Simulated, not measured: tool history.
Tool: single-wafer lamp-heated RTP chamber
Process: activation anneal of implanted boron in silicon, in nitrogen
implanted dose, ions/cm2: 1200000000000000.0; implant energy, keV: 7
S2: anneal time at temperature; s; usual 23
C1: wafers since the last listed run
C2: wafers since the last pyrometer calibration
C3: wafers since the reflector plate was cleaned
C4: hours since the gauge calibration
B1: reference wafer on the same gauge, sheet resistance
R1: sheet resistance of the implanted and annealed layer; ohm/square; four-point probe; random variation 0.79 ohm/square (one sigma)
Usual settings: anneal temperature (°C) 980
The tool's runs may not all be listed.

run 1 hour=0.0 | anneal_temperature_(°C)=980 S2=30 | C1=0 C2=1552 C3=712 C4=289.4 | B1=120.03 | R1=133.83
run 2 hour=37.4 | anneal_temperature_(°C)=980 S2=30 | C1=414 C2=1966 C3=1127 C4=326.8 | B1=120.07 | R1=133.53
run 3 hour=114.1 | anneal_temperature_(°C)=980 S2=30 | C1=850 C2=2817 C3=1977 C4=403.5 | B1=119.86 | R1=132.56
run 4 hour=177.6 | anneal_temperature_(°C)=980 S2=32 | C1=703 C2=3521 C3=2681 C4=467.0 | B1=119.78 | R1=130.79
run 5 hour=220.9 | anneal_temperature_(°C)=980 S2=32 | C1=479 C2=4001 C3=3161 C4=510.3 | B1=119.98 | R1=128.79
-- hour=275.1 pyrometer window cleaned and pyrometer calibrated
run 6 hour=302.0 | anneal_temperature_(°C)=980 S2=32 | C1=810 C2=298 C3=3971 C4=591.4 | B1=120.00 | R1=133.40
-- hour=372.4 reflector plate cleaned
run 7 hour=387.1 | anneal_temperature_(°C)=997 S2=17 | C1=854 C2=1153 C3=162 C4=676.5 | B1=120.16 | R1=131.12
run 8 hour=460.4 | anneal_temperature_(°C)=997 S2=17 | C1=812 C2=1965 C3=975 C4=749.8 | B1=120.06 | R1=128.95
run 9 hour=543.4 | anneal_temperature_(°C)=1003 S2=13 | C1=920 C2=2885 C3=1895 C4=832.8 | B1=120.03 | R1=128.91
run 10 hour=632.8 | anneal_temperature_(°C)=980 S2=23 | C1=991 C2=3876 C3=2886 C4=922.2 | B1=120.15 | R1=133.93
-- hour=685.5 pyrometer window cleaned and pyrometer calibrated
run 11 hour=730.8 | anneal_temperature_(°C)=980 S2=23 | C1=997 C2=502 C3=3883 C4=1020.2 | B1=119.98 | R1=134.13
run 12 hour=817.0 | anneal_temperature_(°C)=980 S2=13 | C1=955 C2=1458 C3=4839 C4=1106.4 | B1=120.10 | R1=139.49
-- hour=836.3 reflector plate cleaned
run 13 hour=900.6 | anneal_temperature_(°C)=980 S2=13 | C1=838 C2=2296 C3=712 C4=1190.0 | B1=120.08 | R1=140.74
run 14 hour=975.1 | anneal_temperature_(°C)=980 S2=13 | C1=825 C2=3122 C3=1538 C4=1264.5 | B1=119.91 | R1=139.90
run 15 hour=1017.4 | anneal_temperature_(°C)=980 S2=23 | C1=468 C2=3590 C3=2007 C4=1306.8 | B1=120.00 | R1=133.34
run 16 hour=1079.2 | anneal_temperature_(°C)=980 S2=23 | C1=685 C2=4275 C3=2692 C4=1368.6 | B1=119.97 | R1=130.92
-- hour=1105.5 gauge calibrated
-- hour=1111.4 pyrometer window cleaned and pyrometer calibrated
run 17 hour=1154.7 | anneal_temperature_(°C)=972 S2=28 | C1=748 C2=480 C3=3440 C4=49.2 | B1=120.17 | R1=138.88
run 18 hour=1206.4 | anneal_temperature_(°C)=996 S2=19 | C1=573 C2=1053 C3=4013 C4=100.9 | B1=120.01 | R1=128.13
run 19 hour=1247.3 | anneal_temperature_(°C)=1005 S2=18 | C1=453 C2=1506 C3=4467 C4=141.8 | B1=120.20 | R1=123.92
run 20 hour=1294.1 | anneal_temperature_(°C)=1007 S2=32 | C1=518 C2=2025 C3=4986 C4=188.6 | B1=120.19 | R1=117.30
-- hour=1327.5 reflector plate cleaned
run 21 hour=1373.6 | anneal_temperature_(°C)=961 S2=23 | C1=792 C2=2818 C3=511 C4=268.1 | B1=119.95 | R1=150.47
run 22 hour=1441.5 | anneal_temperature_(°C)=989 S2=15 | C1=752 C2=3570 C3=1264 C4=336.0 | B1=120.08 | R1=133.01
run 23 hour=1504.0 | anneal_temperature_(°C)=960 S2=29 | C1=692 C2=4263 C3=1957 C4=398.5 | B1=119.99 | R1=144.21
run 24 hour=1593.8 | anneal_temperature_(°C)=980 S2=34 | C1=995 C2=5259 C3=2952 C4=488.3 | B1=120.04 | R1=126.54
-- hour=1631.9 pyrometer window cleaned and pyrometer calibrated
run 25 hour=1685.7 | anneal_temperature_(°C)=980 S2=23 | C1=930 C2=596 C3=3882 C4=580.2 | B1=120.12 | R1=136.61
run 26 hour=1749.8 | anneal_temperature_(°C)=993 S2=23 | C1=710 C2=1306 C3=4593 C4=644.3 | B1=120.05 | R1=128.05
run 27 hour=1811.9 | anneal_temperature_(°C)=953 S2=23 | C1=688 C2=1995 C3=5281 C4=706.4 | B1=120.12 | R1=155.60
-- hour=1868.0 reflector plate cleaned
run 28 hour=1892.9 | anneal_temperature_(°C)=961 S2=11 | C1=809 C2=2804 C3=275 C4=787.4 | B1=120.01 | R1=165.07
run 29 hour=1990.2 | anneal_temperature_(°C)=958 S2=31 | C1=1078 C2=3883 C3=1354 C4=884.7 | B1=120.06 | R1=148.76
-- hour=2051.6 pyrometer window cleaned and pyrometer calibrated
run 30 hour=2070.9 | anneal_temperature_(°C)=993 S2=37 | C1=805 C2=214 C3=2160 C4=965.4 | B1=120.14 | R1=126.25
run 31 hour=2177.6 | anneal_temperature_(°C)=980 S2=23 | C1=1182 C2=1397 C3=3342 C4=1072.1 | B1=119.85 | R1=134.45
run 32 hour=2266.0 | anneal_temperature_(°C)=960 S2=23 | C1=979 C2=2377 C3=4322 C4=1160.5 | B1=119.79 | R1=147.28

Run 33 comes next. What will it give?
-- hour=2283.4 reflector plate cleaned
run 33 hour=2306.4 | anneal_temperature_(°C)=969 S2=14 | C1=359 C2=2736 C3=254 C4=1200.9 | B1=? | R1=?

{"run 33": {"B1": 119.93, "R1": 150.55}}
Without the tool's hidden state the same run would have given R1 160.11 ohm/square.

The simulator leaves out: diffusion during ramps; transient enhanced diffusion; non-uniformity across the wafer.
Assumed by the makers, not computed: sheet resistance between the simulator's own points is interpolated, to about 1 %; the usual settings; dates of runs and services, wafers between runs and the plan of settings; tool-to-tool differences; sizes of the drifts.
